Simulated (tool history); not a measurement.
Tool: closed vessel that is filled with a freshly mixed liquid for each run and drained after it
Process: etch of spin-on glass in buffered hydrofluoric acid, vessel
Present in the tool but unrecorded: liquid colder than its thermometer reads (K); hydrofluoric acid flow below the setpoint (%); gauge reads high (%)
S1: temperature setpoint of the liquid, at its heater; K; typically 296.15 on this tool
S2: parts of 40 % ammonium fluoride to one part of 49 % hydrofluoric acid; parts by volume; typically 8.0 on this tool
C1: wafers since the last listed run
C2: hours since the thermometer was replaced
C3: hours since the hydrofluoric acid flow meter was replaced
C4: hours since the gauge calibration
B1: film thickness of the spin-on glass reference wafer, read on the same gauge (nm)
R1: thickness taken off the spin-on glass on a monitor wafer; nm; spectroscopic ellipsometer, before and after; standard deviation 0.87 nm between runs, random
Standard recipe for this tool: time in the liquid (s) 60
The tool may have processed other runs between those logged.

run 1 day=0.000 | S1=296.15 S2=8.0 time_in_the_liquid_(s)=60 | C1=0 C2=536.3 C3=160.0 C4=777.9 | B1=100.03 | R1=165.51
run 2 day=1.317 | S1=296.15 S2=8.0 time_in_the_liquid_(s)=60 | C1=2228 C2=567.9 C3=191.6 C4=809.5 | B1=100.00 | R1=163.87
run 3 day=2.012 | S1=296.15 S2=8.0 time_in_the_liquid_(s)=80 | C1=1177 C2=584.6 C3=208.3 C4=826.2 | B1=100.01 | R1=218.59
run 4 day=2.871 | S1=296.15 S2=8.0 time_in_the_liquid_(s)=80 | C1=1452 C2=605.2 C3=228.9 C4=846.8 | B1=99.96 | R1=219.02
run 5 day=3.462 | S1=296.15 S2=8.0 time_in_the_liquid_(s)=80 | C1=1001 C2=619.4 C3=243.1 C4=861.0 | B1=100.01 | R1=217.99
run 6 day=4.954 | S1=296.15 S2=8.0 time_in_the_liquid_(s)=60 | C1=2524 C2=655.2 C3=278.9 C4=896.8 | B1=100.02 | R1=164.08
run 7 day=6.338 | S1=296.15 S2=8.0 time_in_the_liquid_(s)=45 | C1=2341 C2=688.4 C3=312.1 C4=930.0 | B1=100.00 | R1=121.97
run 8 day=7.500 | S1=296.15 S2=8.0 time_in_the_liquid_(s)=45 | C1=1967 C2=716.3 C3=340.0 C4=957.9 | B1=100.01 | R1=121.24
run 9 day=8.238 | S1=296.15 S2=8.0 time_in_the_liquid_(s)=45 | C1=1248 C2=734.0 C3=357.7 C4=975.6 | B1=99.99 | R1=122.00
run 10 day=9.662 | S1=296.15 S2=8.0 time_in_the_liquid_(s)=60 | C1=2411 C2=768.2 C3=391.9 C4=1009.8 | B1=100.01 | R1=161.42
run 11 day=10.588 | S1=293.15 S2=8.0 time_in_the_liquid_(s)=60 | C1=1565 C2=790.4 C3=414.1 C4=1032.0 | B1=100.00 | R1=136.21
run 12 day=12.054 | S1=297.65 S2=5.5 time_in_the_liquid_(s)=60 | C1=2482 C2=825.6 C3=449.3 C4=1067.2 | B1=100.00 | R1=249.11
run 13 day=13.308 | S1=294.65 S2=6.0 time_in_the_liquid_(s)=85 | C1=2122 C2=855.7 C3=479.4 C4=1097.3 | B1=100.01 | R1=275.85
run 14 day=14.488 | S1=296.15 S2=9.5 time_in_the_liquid_(s)=60 | C1=1995 C2=884.0 C3=507.7 C4=1125.6 | B1=99.98 | R1=137.87
-- day=14.708 gauge calibrated
run 15 day=15.879 | S1=294.65 S2=5.5 time_in_the_liquid_(s)=60 | C1=2355 C2=917.4 C3=541.1 C4=28.1 | B1=100.00 | R1=209.33
run 16 day=16.512 | S1=296.15 S2=8.0 time_in_the_liquid_(s)=60 | C1=1071 C2=932.6 C3=556.3 C4=43.3 | B1=100.01 | R1=157.09
-- day=16.983 thermometer replaced
run 17 day=17.583 | S1=296.15 S2=8.0 time_in_the_liquid_(s)=60 | C1=1741 C2=14.4 C3=582.0 C4=69.0 | B1=99.96 | R1=164.17
run 18 day=18.150 | S1=296.15 S2=8.0 time_in_the_liquid_(s)=40 | C1=958 C2=28.0 C3=595.6 C4=82.6 | B1=99.98 | R1=108.57
-- day=19.083 hydrofluoric acid flow meter replaced
run 19 day=19.288 | S1=296.15 S2=8.0 time_in_the_liquid_(s)=60 | C1=1854 C2=55.3 C3=4.9 C4=109.9 | B1=100.04 | R1=170.83
run 20 day=21.450 | S1=296.15 S2=8.0 time_in_the_liquid_(s)=60 | C1=3659 C2=107.2 C3=56.8 C4=161.8 | B1=99.99 | R1=170.29
run 21 day=22.383 | S1=296.15 S2=8.0 time_in_the_liquid_(s)=60 | C1=1579 C2=129.6 C3=79.2 C4=184.2 | B1=100.04 | R1=171.38
run 22 day=25.600 | S1=293.15 S2=5.5 time_in_the_liquid_(s)=70 | C1=5443 C2=206.8 C3=156.4 C4=261.4 | B1=99.99 | R1=236.95
run 23 day=26.329 | S1=300.15 S2=8.0 time_in_the_liquid_(s)=60 | C1=1233 C2=224.3 C3=173.9 C4=278.9 | B1=99.99 | R1=209.97
run 24 day=27.071 | S1=291.65 S2=9.5 time_in_the_liquid_(s)=45 | C1=1255 C2=242.1 C3=191.7 C4=296.7 | B1=99.99 | R1=83.11
run 25 day=28.050 | S1=300.65 S2=7.0 time_in_the_liquid_(s)=50 | C1=1657 C2=265.6 C3=215.2 C4=320.2 | B1=100.00 | R1=202.86
run 26 day=28.867 | S1=299.15 S2=10.0 time_in_the_liquid_(s)=75 | C1=1382 C2=285.2 C3=234.8 C4=339.8 | B1=100.03 | R1=202.57
run 27 day=32.633 | S1=296.15 S2=10.0 time_in_the_liquid_(s)=30 | C1=6374 C2=375.6 C3=325.2 C4=430.2 | B1=100.00 | R1=68.06
run 28 day=33.158 | S1=296.15 S2=7.0 time_in_the_liquid_(s)=35 | C1=888 C2=388.2 C3=337.8 C4=442.8 | B1=100.01 | R1=110.97
run 29 day=33.958 | S1=292.15 S2=8.0 time_in_the_liquid_(s)=60 | C1=1353 C2=407.4 C3=357.0 C4=462.0 | B1=100.01 | R1=130.47
run 30 day=35.188 | S1=300.65 S2=6.0 time_in_the_liquid_(s)=35 | C1=2080 C2=436.9 C3=386.5 C4=491.5 | B1=100.00 | R1=161.74
run 31 day=39.354 | S1=296.15 S2=9.5 time_in_the_liquid_(s)=60 | C1=7051 C2=536.9 C3=486.5 C4=591.5 | B1=100.02 | R1=140.37
run 32 day=42.529 | S1=298.15 S2=8.0 time_in_the_liquid_(s)=75 | C1=5373 C2=613.1 C3=562.7 C4=667.7 | B1=99.97 | R1=222.78
run 33 day=43.488 | S1=298.15 S2=8.0 time_in_the_liquid_(s)=30 | C1=1621 C2=636.1 C3=585.7 C4=690.7 | B1=99.97 | R1=89.46

What if the next run were any one of these 4? Each begins from the tool's condition after run 33:
run A day=43.517 | S1=296.15 S2=8.0 time_in_the_liquid_(s)=60 | C1=49 C2=636.8 C3=586.4 C4=691.4 | B1=? | R1=?
run B day=43.517 | S1=296.15 S2=5.0 time_in_the_liquid_(s)=75 | C1=49 C2=636.8 C3=586.4 C4=691.4 | B1=? | R1=?
run C day=43.517 | S1=298.15 S2=9.0 time_in_the_liquid_(s)=35 | C1=49 C2=636.8 C3=586.4 C4=691.4 | B1=? | R1=?
run D day=43.517 | S1=291.65 S2=9.5 time_in_the_liquid_(s)=30 | C1=49 C2=636.8 C3=586.4 C4=691.4 | B1=? | R1=?

run=A B1=99.99 R1=159.20
run=B B1=99.99 R1=309.93
run=C B1=99.99 R1=93.07
run=D B1=99.99 R1=53.74
With no hidden state in the tool, these same runs would have given:
run=A R1=172.42
run=B R1=332.02
run=C R1=98.71
run=D R1=57.08

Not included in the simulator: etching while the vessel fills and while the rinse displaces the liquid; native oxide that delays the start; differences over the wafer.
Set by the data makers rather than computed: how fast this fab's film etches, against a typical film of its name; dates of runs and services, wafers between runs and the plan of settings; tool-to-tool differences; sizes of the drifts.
